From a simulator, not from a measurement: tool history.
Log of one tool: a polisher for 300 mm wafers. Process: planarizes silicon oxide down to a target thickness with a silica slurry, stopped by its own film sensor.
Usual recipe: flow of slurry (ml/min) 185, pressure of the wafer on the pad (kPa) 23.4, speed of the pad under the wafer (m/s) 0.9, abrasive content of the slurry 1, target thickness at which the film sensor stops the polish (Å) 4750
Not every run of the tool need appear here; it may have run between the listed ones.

run	hour	flow of slurry (ml/min)	pressure of the wafer on the pad (kPa)	speed of the pad under the wafer (m/s)	abrasive content of the slurry	target thickness at which the film sensor stops the polish (Å)	wafers since the last listed run	wafers polished on this pad	hours since the slurry nozzle was cleaned	hours since the head pressure was calibrated	hours since the slurry blender was calibrated	hours since the conditioning disc was replaced	incoming thickness of the incoming film, nm	time until the film sensor stopped the polish (s)
1	0	185	23.4	0.9	1	4750	0	179	249.5	1187.8	26.7	43.8	723.7	96.1
2	14.5	185	23.4	0.9	1	4750	81	260	264	1202.3	41.2	58.3	706	87.4
3	22.7	185	23.4	0.9	1	4750	46	306	272.2	1210.5	49.4	66.5	708.4	88.2
4	39.5	185	23.4	0.9	1	4750	94	401	289	1227.3	66.2	83.3	710	89.3
5	50.7	185	19.3	0.9	0.85	4750	63	464	300.2	1238.5	77.4	94.5	705.8	120.9
6	67	185	23.4	0.9	1	4750	91	556	316.5	1254.8	93.7	110.8	721	93.1
7	80.1	185	23.4	0.9	1	4750	73	629	329.6	1267.9	106.8	123.9	718.8	94.7
# hour 97.7: conditioning disc replaced and pad reconditioned
8	98.2	185	23.4	0.9	1	4750	90	720	347.7	1286	124.9	0.5	716.3	95.2
# hour 104.3: head pressure recalibrated
9	108.3	185	23.4	0.9	1	4750	45	766	357.8	4	135	10.6	711.9	91.1
10	123.7	185	23.4	0.9	1	4750	86	852	373.2	19.4	150.4	26	716.7	94.7
# hour 131.1: slurry blender recalibrated
11	141.2	185	23.4	0.9	1	4750	87	940	390.7	36.9	10.1	43.5	711.1	92.7
# hour 148: worn pad replaced by a new one
12	153.1	185	20	1.06	1.1	4750	44	28	402.6	48.8	22	55.4	715	95.1
13	161.1	185	29	0.9	0.9	5250	45	73	410.6	56.8	30	63.4	710.8	64.4
14	169.6	185	23.4	0.9	1	4750	47	121	419.1	65.3	38.5	71.9	707.2	92.5
15	177.3	185	23.4	0.9	1	4750	43	164	426.8	73	46.2	79.6	720.8	97.6
16	187.4	185	23.4	0.9	1.25	4750	56	221	436.9	83.1	56.3	89.7	711.4	81.8
# hour 195.7: slurry nozzle cleaned
17	199.8	240	23.4	0.9	1.1	4490	64	285	4.1	95.5	68.7	102.1	709.7	85.8
18	209.1	185	19.3	0.9	0.85	4750	52	338	13.4	104.8	78	111.4	704	113.7
19	221.1	185	23.4	0.9	0.85	4750	67	405	25.4	116.8	90	123.4	720.3	99.9
20	232.5	185	23.4	0.9	0.9	4750	64	469	36.8	128.2	101.4	134.8	708	93.8
21	245.3	185	16.5	0.64	0.75	4060	72	541	49.6	141	114.2	147.6	701	231
22	255.9	185	23.4	0.9	1	5150	59	601	60.2	151.6	124.8	158.2	696.5	67.5
# hour 259.3: conditioning disc replaced and pad reconditioned
23	271.1	185	23.4	0.9	1	4750	74	675	75.4	166.8	140	11.8	711.8	86.8

Forecast each of these 4 alternatives for the next run:
A	271.6	185	23.4	0.9	1	3940	2	678	75.9	167.3	140.5	12.3	705.4	?
B	271.6	185	23.4	0.74	1	4750	2	678	75.9	167.3	140.5	12.3	705.4	?
C	271.6	185	23.4	0.9	1	5200	2	678	75.9	167.3	140.5	12.3	705.4	?
D	271.6	120	23.4	0.9	0.75	4000	2	678	75.9	167.3	140.5	12.3	705.4	?

run	time until the film sensor stopped the polish (s)
A	114.3
B	95.6
C	68.1
D	153.2
Without the tool's unlogged condition, the same runs would have read:
run	time until the film sensor stopped the polish (s)
A	112.4
B	94
C	66.9
D	149.1
